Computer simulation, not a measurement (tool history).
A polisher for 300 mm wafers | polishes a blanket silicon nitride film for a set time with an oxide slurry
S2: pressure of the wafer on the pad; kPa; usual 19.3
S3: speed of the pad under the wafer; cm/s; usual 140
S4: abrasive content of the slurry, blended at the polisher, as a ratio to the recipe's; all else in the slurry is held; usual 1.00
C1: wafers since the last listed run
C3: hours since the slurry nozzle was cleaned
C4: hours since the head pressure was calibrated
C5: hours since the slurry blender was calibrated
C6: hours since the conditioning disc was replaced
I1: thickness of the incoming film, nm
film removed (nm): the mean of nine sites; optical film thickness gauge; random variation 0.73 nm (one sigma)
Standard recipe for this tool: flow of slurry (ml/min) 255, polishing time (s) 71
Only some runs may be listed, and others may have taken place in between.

Run 1, hour 0.0: usual settings but flow of slurry (ml/min) 205, S4 0.90; C1 0; wafers polished on this pad 369; C3 87.3; C4 167.2; C5 458.0; C6 429.1; I1 238.5. Result: film removed (nm) 39.5.
Run 2, hour 71.5: usual settings; C1 716; wafers polished on this pad 1085; C3 158.8; C4 238.7; C5 529.5; C6 500.6; I1 239.3. Result: film removed (nm) 39.8.
Run 3, hour 112.2: usual settings; C1 407; wafers polished on this pad 1492; C3 199.5; C4 279.4; C5 570.2; C6 541.3; I1 239.1. Result: film removed (nm) 37.8.
At hour 131.7: slurry blender recalibrated.
At hour 206.4: conditioning disc replaced and pad reconditioned.
Run 4, hour 219.9: usual settings; C1 1038; wafers polished on this pad 2531; C3 307.2; C4 387.1; C5 88.2; C6 13.5; I1 236.7. Result: film removed (nm) 48.5.
Run 5, hour 301.5: usual settings; C1 817; wafers polished on this pad 3348; C3 388.8; C4 468.7; C5 169.8; C6 95.1; I1 241.8. Result: film removed (nm) 47.2.
Run 6, hour 385.5: usual settings; C1 841; wafers polished on this pad 4189; C3 472.8; C4 552.7; C5 253.8; C6 179.1; I1 239.5. Result: film removed (nm) 47.1.
At hour 476.1: slurry nozzle cleaned.
Run 7, hour 492.2: usual settings but flow of slurry (ml/min) 205, S4 0.90; C1 1058; wafers polished on this pad 5248; C3 16.1; C4 659.4; C5 360.5; C6 285.8; I1 238.5. Result: film removed (nm) 41.7.
Run 8, hour 532.7: usual settings; C1 405; wafers polished on this pad 5654; C3 56.6; C4 699.9; C5 401.0; C6 326.3; I1 241.5. Result: film removed (nm) 44.9.
At hour 594.0: head pressure recalibrated.
At hour 619.0: worn pad replaced by a new one.
Run 9, hour 619.9: usual settings but flow of slurry (ml/min) 230; C1 813; wafers polished on this pad 8; C3 143.8; C4 25.9; C5 488.2; C6 413.5; I1 239.5. Result: film removed (nm) 42.2.
At hour 642.5: slurry blender recalibrated.
Run 10, hour 687.3: usual settings but flow of slurry (ml/min) 175, polishing time (s) 78; C1 654; wafers polished on this pad 663; C3 211.2; C4 93.3; C5 44.8; C6 480.9; I1 241.6. Result: film removed (nm) 48.1.
Run 11, hour 741.8: usual settings; C1 545; wafers polished on this pad 1209; C3 265.7; C4 147.8; C5 99.3; C6 535.4; I1 239.2. Result: film removed (nm) 42.9.
At hour 812.6: conditioning disc replaced and pad reconditioned.
Run 12, hour 833.8: usual settings but S2 13.8 kPa, S3 164 cm/s, S4 0.75; C1 901; wafers polished on this pad 2110; C3 357.7; C4 239.8; C5 191.3; C6 21.2; I1 239.4. Result: film removed (nm) 37.7.
Run 13, hour 915.1: usual settings but S2 21.4 kPa; C1 814; wafers polished on this pad 2925; C3 439.0; C4 321.1; C5 272.6; C6 102.5; I1 235.4. Result: film removed (nm) 50.0.
Run 14, hour 960.6: usual settings but flow of slurry (ml/min) 315, polishing time (s) 64; C1 455; wafers polished on this pad 3380; C3 484.5; C4 366.6; C5 318.1; C6 148.0; I1 240.1. Result: film removed (nm) 42.2.
Run 15, hour 998.9: usual settings but S4 1.15; C1 383; wafers polished on this pad 3764; C3 522.8; C4 404.9; C5 356.4; C6 186.3; I1 240.2. Result: film removed (nm) 48.7.
Run 16, hour 1060.5: usual settings but flow of slurry (ml/min) 185, S3 96 cm/s, S4 1.10; C1 616; wafers polished on this pad 4381; C3 584.4; C4 466.5; C5 418.0; C6 247.9; I1 236.9. Result: film removed (nm) 33.4.
At hour 1076.3: slurry nozzle cleaned.
At hour 1126.5: worn pad replaced by a new one.
Run 17, hour 1135.4: usual settings but flow of slurry (ml/min) 310, S4 1.10; C1 700; wafers polished on this pad 89; C3 59.1; C4 541.4; C5 492.9; C6 322.8; I1 237.1. Result: film removed (nm) 43.6.
Run 18, hour 1187.7: usual settings; C1 523; wafers polished on this pad 612; C3 111.4; C4 593.7; C5 545.2; C6 375.1; I1 237.2. Result: film removed (nm) 39.3.
At hour 1200.1: slurry blender recalibrated.
Run 19, hour 1283.3: usual settings; C1 937; wafers polished on this pad 1550; C3 207.0; C4 689.3; C5 83.2; C6 470.7; I1 237.2. Result: film removed (nm) 45.0.
At hour 1343.3: conditioning disc replaced and pad reconditioned.
Run 20, hour 1372.1: usual settings; C1 869; wafers polished on this pad 2419; C3 295.8; C4 778.1; C5 172.0; C6 28.8; I1 242.0. Result: film removed (nm) 48.6.
Run 21, hour 1427.7: usual settings but flow of slurry (ml/min) 230, S2 14.5 kPa, S4 1.25, polishing time (s) 65; C1 556; wafers polished on this pad 2976; C3 351.4; C4 833.7; C5 227.6; C6 84.4; I1 241.8. Result: film removed (nm) 38.5.
Run 22, hour 1509.7: usual settings; C1 821; wafers polished on this pad 3797; C3 433.4; C4 915.7; C5 309.6; C6 166.4; I1 239.8. Result: film removed (nm) 46.4.
At hour 1535.8: head pressure recalibrated.
At hour 1589.0: slurry nozzle cleaned.
Run 23, hour 1603.3: usual settings but flow of slurry (ml/min) 175, S3 108 cm/s; C1 907; wafers polished on this pad 4705; C3 14.3; C4 67.5; C5 403.2; C6 260.0; I1 241.5. Result: film removed (nm) 35.5.
At hour 1774.4: worn pad replaced by a new one.
At hour 1799.3: slurry blender recalibrated.
Run 24, hour 1901.4: usual settings but S4 1.20, polishing time (s) 95; C1 2925; wafers polished on this pad 1251; C3 312.4; C4 365.6; C5 102.1; C6 558.1; I1 239.0. Result: film removed (nm) 63.5.
Run 25, hour 1963.2: usual settings; C1 618; wafers polished on this pad 1870; C3 374.2; C4 427.4; C5 163.9; C6 619.9; I1 240.7. Result: film removed (nm) 43.2.
At hour 1969.0: conditioning disc replaced and pad reconditioned.
Run 26, hour 2016.7: usual settings but flow of slurry (ml/min) 340; C1 515; wafers polished on this pad 2386; C3 427.7; C4 480.9; C5 217.4; C6 47.7; I1 244.0. Result: film removed (nm) 47.2.

State the hidden condition of the tool at each of the runs:
removal rate lost through wear of the pad, %: 0 on each run
slurry flow missing at the pad, %: 0 on each run
deviation of the head's pressure from its setpoint, %: 0 on each run
H1: abrasive missing from the slurry, %
H2: time polished since the conditioner stopped cutting, s
run    H1    H2
  1  19.5  83.1
  2  25.7   112
  3  29.6   130
  4  1.37  4.66
  5   3.2  8.47
  6  6.29  18.3
  7    12  39.6
  8  14.7  50.3
  9  21.4  77.9
 10  5.06   104
 11  5.74   128
 12  8.07  5.52
 13  11.3  9.83
 14  13.7  14.7
 15  15.9  20.2
 16  20.1  31.7
 17    26    50
 18  30.7  65.7
 19  4.32   100
 20  6.29  4.08
 21  8.22  6.78
 22    12  15.6
 23  17.8  32.7
 24  4.76   137
 25  6.19   169
 26  7.96  2.07

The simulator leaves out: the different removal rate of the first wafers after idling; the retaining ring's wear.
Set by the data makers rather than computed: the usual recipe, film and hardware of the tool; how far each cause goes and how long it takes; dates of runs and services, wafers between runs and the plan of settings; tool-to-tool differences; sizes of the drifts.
